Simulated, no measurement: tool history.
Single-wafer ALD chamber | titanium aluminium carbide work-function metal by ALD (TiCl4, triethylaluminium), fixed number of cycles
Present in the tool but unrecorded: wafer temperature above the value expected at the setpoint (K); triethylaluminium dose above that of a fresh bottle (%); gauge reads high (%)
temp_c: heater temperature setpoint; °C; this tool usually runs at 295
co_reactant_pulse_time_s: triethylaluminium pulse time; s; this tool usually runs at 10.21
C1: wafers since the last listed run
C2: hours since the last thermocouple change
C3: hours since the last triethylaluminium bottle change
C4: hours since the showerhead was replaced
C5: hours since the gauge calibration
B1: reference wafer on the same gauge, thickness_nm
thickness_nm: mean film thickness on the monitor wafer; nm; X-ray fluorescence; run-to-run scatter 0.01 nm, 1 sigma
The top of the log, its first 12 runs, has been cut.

run 13 day=33.017 | temp_c=281 co_reactant_pulse_time_s=8.91 | C1=438 C2=2906.2 C3=1309.5 C4=638 C5=349.7 | B1=1.847 | thickness_nm=1.733
run 14 day=35.262 | temp_c=295 co_reactant_pulse_time_s=12.65 | C1=620 C2=2960.1 C3=1363.4 C4=691.9 C5=403.6 | B1=1.85 | thickness_nm=1.919
run 15 day=39.217 | temp_c=295 co_reactant_pulse_time_s=7.71 | C1=1092 C2=3055 C3=1458.3 C4=786.8 C5=498.5 | B1=1.851 | thickness_nm=1.816
run 16 day=41.438 | temp_c=295 co_reactant_pulse_time_s=10.21 | C1=613 C2=3108.3 C3=1511.6 C4=840.1 C5=551.8 | B1=1.85 | thickness_nm=1.89
run 17 day=44.083 | temp_c=295 co_reactant_pulse_time_s=10.21 | C1=731 C2=3171.8 C3=1575.1 C4=903.6 C5=615.3 | B1=1.853 | thickness_nm=1.875
run 18 day=45.892 | temp_c=283 co_reactant_pulse_time_s=10.21 | C1=499 C2=3215.2 C3=1618.5 C4=947 C5=658.7 | B1=1.853 | thickness_nm=1.765
-- day=46.242 thermocouple changed; heater temperature recalibrated
run 19 day=48.246 | temp_c=295 co_reactant_pulse_time_s=10.21 | C1=558 C2=48.1 C3=1675 C4=1003.5 C5=715.2 | B1=1.854 | thickness_nm=1.827
run 20 day=50.004 | temp_c=286 co_reactant_pulse_time_s=10.21 | C1=485 C2=90.3 C3=1717.2 C4=1045.7 C5=757.4 | B1=1.849 | thickness_nm=1.737
run 21 day=53.808 | temp_c=295 co_reactant_pulse_time_s=10.21 | C1=1051 C2=181.6 C3=1808.5 C4=1137 C5=848.7 | B1=1.85 | thickness_nm=1.823
run 22 day=57.762 | temp_c=295 co_reactant_pulse_time_s=10.21 | C1=1092 C2=276.5 C3=1903.4 C4=1231.9 C5=943.6 | B1=1.852 | thickness_nm=1.831
-- day=60.396 triethylaluminium bottle replaced
run 23 day=61.267 | temp_c=300 co_reactant_pulse_time_s=11.96 | C1=876 C2=360.6 C3=20.9 C4=1316 C5=1027.7 | B1=1.846 | thickness_nm=1.895
run 24 day=65.717 | temp_c=308 co_reactant_pulse_time_s=9.02 | C1=1229 C2=467.4 C3=127.7 C4=1422.8 C5=1134.5 | B1=1.852 | thickness_nm=1.914
run 25 day=68.9 | temp_c=295 co_reactant_pulse_time_s=10.21 | C1=879 C2=543.8 C3=204.1 C4=1499.2 C5=1210.9 | B1=1.85 | thickness_nm=1.844
run 26 day=71.55 | temp_c=302 co_reactant_pulse_time_s=6.2 | C1=732 C2=607.4 C3=267.7 C4=1562.8 C5=1274.5 | B1=1.848 | thickness_nm=1.771
run 27 day=74.629 | temp_c=284 co_reactant_pulse_time_s=12.12 | C1=850 C2=681.3 C3=341.6 C4=1636.7 C5=1348.4 | B1=1.849 | thickness_nm=1.766
run 28 day=76.362 | temp_c=309 co_reactant_pulse_time_s=8.33 | C1=478 C2=722.9 C3=383.2 C4=1678.3 C5=1390 | B1=1.852 | thickness_nm=1.929
run 29 day=80.592 | temp_c=295 co_reactant_pulse_time_s=7.71 | C1=1168 C2=824.4 C3=484.7 C4=1779.8 C5=1491.5 | B1=1.852 | thickness_nm=1.773
run 30 day=83.025 | temp_c=295 co_reactant_pulse_time_s=10.21 | C1=672 C2=882.8 C3=543.1 C4=1838.2 C5=1549.9 | B1=1.851 | thickness_nm=1.823
run 31 day=84.896 | temp_c=303 co_reactant_pulse_time_s=13.14 | C1=516 C2=927.7 C3=588 C4=1883.1 C5=1594.8 | B1=1.856 | thickness_nm=1.951
run 32 day=88.667 | temp_c=304 co_reactant_pulse_time_s=11.66 | C1=1042 C2=1018.2 C3=678.5 C4=1973.6 C5=1685.3 | B1=1.852 | thickness_nm=1.94

Here are 5 independent what-if runs from the current tool condition. What would each one return?
run A day=88.683 | temp_c=295 co_reactant_pulse_time_s=10.21 | C1=4 C2=1018.6 C3=678.9 C4=1974 C5=1685.7 | B1=? | thickness_nm=?
run B day=88.683 | temp_c=310 co_reactant_pulse_time_s=10.21 | C1=4 C2=1018.6 C3=678.9 C4=1974 C5=1685.7 | B1=? | thickness_nm=?
run C day=88.683 | temp_c=303 co_reactant_pulse_time_s=13.54 | C1=4 C2=1018.6 C3=678.9 C4=1974 C5=1685.7 | B1=? | thickness_nm=?
run D day=88.683 | temp_c=300 co_reactant_pulse_time_s=8.74 | C1=4 C2=1018.6 C3=678.9 C4=1974 C5=1685.7 | B1=? | thickness_nm=?
run E day=88.683 | temp_c=282 co_reactant_pulse_time_s=7.43 | C1=4 C2=1018.6 C3=678.9 C4=1974 C5=1685.7 | B1=? | thickness_nm=?

run=A B1=1.848 thickness_nm=1.845
run=B B1=1.848 thickness_nm=1.984
run=C B1=1.848 thickness_nm=1.955
run=D B1=1.848 thickness_nm=1.861
run=E B1=1.848 thickness_nm=1.662
With the hidden condition removed and each run's random variation left untouched, the same runs would have given:
run=A thickness_nm=1.829
run=B thickness_nm=1.968
run=C thickness_nm=1.939
run=D thickness_nm=1.845
run=E thickness_nm=1.646

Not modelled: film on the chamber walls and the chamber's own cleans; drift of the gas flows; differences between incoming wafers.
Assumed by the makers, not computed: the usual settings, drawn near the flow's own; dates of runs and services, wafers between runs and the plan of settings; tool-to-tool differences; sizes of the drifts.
